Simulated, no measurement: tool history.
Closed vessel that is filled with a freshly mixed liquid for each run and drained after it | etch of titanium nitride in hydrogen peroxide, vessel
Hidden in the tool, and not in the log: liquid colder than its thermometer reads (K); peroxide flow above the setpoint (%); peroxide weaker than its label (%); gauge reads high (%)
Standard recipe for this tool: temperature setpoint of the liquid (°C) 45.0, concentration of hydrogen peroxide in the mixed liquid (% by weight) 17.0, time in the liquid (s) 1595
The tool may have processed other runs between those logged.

run   hour  temperature setpoint of the liquid (°C)  concentration of hydrogen peroxide in the mixed liquid (% by weight)  time in the liquid (s)  wafers since the last listed run  hours since the thermometer was replaced  hours since the peroxide flow meter was replaced  hours since the drum of peroxide was connected  hours since the gauge calibration  read-back film thickness of the titanium nitride reference wafer, read on the same gauge (nm)  thickness taken off the titanium nitride on a monitor wafer (nm)
  1    0.0                                     45.0                                                                  13.0                    1595                                 0                                    1206.7                                            1166.0                                          1201.8                               75.1                                                                                         149.59                                                             48.94
  2   14.8                                     45.0                                                                  13.5                    1925                               443                                    1221.5                                            1180.8                                          1216.6                               89.9                                                                                         149.51                                                             59.68
  3   36.5                                     45.0                                                                  13.5                    1925                               650                                    1243.2                                            1202.5                                          1238.3                              111.6                                                                                         149.34                                                             59.73
  4   65.0                                     45.0                                                                  13.5                    1925                               854                                    1271.7                                            1231.0                                          1266.8                              140.1                                                                                         149.12                                                             59.72
  5   79.1                                     51.0                                                                  15.5                    1595                               422                                    1285.8                                            1245.1                                          1280.9                              154.2                                                                                         149.07                                                             78.79
  6   98.0                                     51.0                                                                  15.5                    1595                               566                                    1304.7                                            1264.0                                          1299.8                              173.1                                                                                         148.95                                                             78.91
  7  128.1                                     45.0                                                                  17.0                    1595                               902                                    1334.8                                            1294.1                                          1329.9                              203.2                                                                                         148.76                                                             51.34
     150.1  -- peroxide flow meter replaced
  8  150.6                                     51.0                                                                  15.5                    1595                               644                                    1357.3                                               0.5                                          1352.4                              225.7                                                                                         148.65                                                             78.43
     160.8  -- gauge calibrated
  9  180.9                                     38.5                                                                  17.0                    1595                               908                                    1387.6                                              30.8                                          1382.7                               20.1                                                                                         150.06                                                             31.70
 10  201.7                                     39.0                                                                  17.0                     715                               623                                    1408.4                                              51.6                                          1403.5                               40.9                                                                                         149.99                                                             14.84
     230.3  -- new drum of peroxide connected
 11  236.0                                     45.0                                                                  20.5                    1595                               998                                    1442.7                                              85.9                                             5.7                               75.2                                                                                         149.76                                                             54.17
     241.5  -- thermometer replaced
 12  252.1                                     45.0                                                                  14.0                    1595                               452                                      10.6                                             102.0                                            21.8                               91.3                                                                                         149.61                                                             50.10
 13  284.4                                     38.5                                                                  21.5                    1595                               968                                      42.9                                             134.3                                            54.1                              123.6                                                                                         149.45                                                             33.25
 14  306.2                                     45.0                                                                  17.0                    1595                               653                                      64.7                                             156.1                                            75.9                              145.4                                                                                         149.31                                                             51.96

Branching from run 14: 3 alternative next runs. What would each branch give?
  A  307.3                                     45.0                                                                  17.0                    1595                                32                                      65.8                                             157.2                                            77.0                              146.5                                                                                              ?                                                                 ?
  B  307.3                                     52.0                                                                  20.0                    2235                                32                                      65.8                                             157.2                                            77.0                              146.5                                                                                              ?                                                                 ?
  C  307.3                                     41.5                                                                  17.0                    1035                                32                                      65.8                                             157.2                                            77.0                              146.5                                                                                              ?                                                                 ?

run  read-back film thickness of the titanium nitride reference wafer, read on the same gauge (nm)  thickness taken off the titanium nitride on a monitor wafer (nm)
  A                                                                                         149.30                                                             51.85
  B                                                                                         149.30                                                            125.30
  C                                                                                         149.30                                                             25.85
Without the tool's unlogged condition, the same runs would have read:
run  thickness taken off the titanium nitride on a monitor wafer (nm)
  A                                                             52.09
  B                                                            125.88
  C                                                             25.96
